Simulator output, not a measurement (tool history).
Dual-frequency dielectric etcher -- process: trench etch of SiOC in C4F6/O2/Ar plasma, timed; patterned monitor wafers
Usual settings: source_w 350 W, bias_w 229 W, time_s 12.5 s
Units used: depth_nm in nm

run,hour,source_w,bias_w,time_s,"read-back reference wafer on the same gauge, depth_nm",depth_nm
1,0.0,350,229,12.5,29.99,27.17
# hour 74.8: gauge calibrated
2,98.1,350,229,12.5,29.97,26.88
3,201.7,350,229,12.5,30.02,26.52
4,283.2,350,261,15.0,30.06,33.99
5,355.4,350,261,15.0,30.02,33.65
# hour 396.4: wet clean of the chamber
6,456.2,350,229,12.5,30.00,25.71
7,555.3,350,229,12.5,29.99,25.81
# hour 620.7: source power generator calibrated
8,753.8,350,229,12.5,30.03,25.51
# hour 804.4: wet clean of the chamber, repeated, since the last time left the tool worse
9,922.9,350,215,12.5,29.99,26.48
# hour 1038.2: upper electrode replaced
10,1038.7,350,229,11.5,29.99,25.09
11,1090.0,350,229,11.5,29.99,25.03
# hour 1146.1: gauge calibrated
12,1165.9,270,229,12.5,30.00,23.23
13,1256.9,350,229,12.5,30.00,26.88
14,1350.5,400,264,11.0,29.99,26.86
# hour 1446.4: wet clean of the chamber
15,1446.9,350,229,12.5,30.02,27.44
# hour 1597.0: bias power generator calibrated
16,1616.2,350,279,16.0,30.02,37.77
17,1678.3,350,269,12.5,30.01,28.86
18,1737.6,350,253,9.0,30.03,20.24
19,1800.0,350,229,12.5,30.00,27.12
20,1895.1,350,187,16.0,29.98,31.37
21,1957.3,350,229,11.0,29.99,23.45
# hour 1987.8: wet clean of the chamber
22,2038.0,430,283,9.0,30.04,23.76

Forecast each of these 5 alternatives for the next run:
A,2038.4,350,229,12.5,?,?
B,2038.4,350,248,11.0,?,?
C,2038.4,380,283,16.5,?,?
D,2038.4,420,175,14.5,?,?
E,2038.4,270,252,9.0,?,?

run,"read-back reference wafer on the same gauge, depth_nm",depth_nm
A,30.00,27.36
B,30.00,24.86
C,30.00,41.12
D,30.00,31.44
E,30.00,17.60
Had the tool no hidden state, the same runs would have come out as:
run,depth_nm
A,27.40
B,24.90
C,41.18
D,31.49
E,17.63

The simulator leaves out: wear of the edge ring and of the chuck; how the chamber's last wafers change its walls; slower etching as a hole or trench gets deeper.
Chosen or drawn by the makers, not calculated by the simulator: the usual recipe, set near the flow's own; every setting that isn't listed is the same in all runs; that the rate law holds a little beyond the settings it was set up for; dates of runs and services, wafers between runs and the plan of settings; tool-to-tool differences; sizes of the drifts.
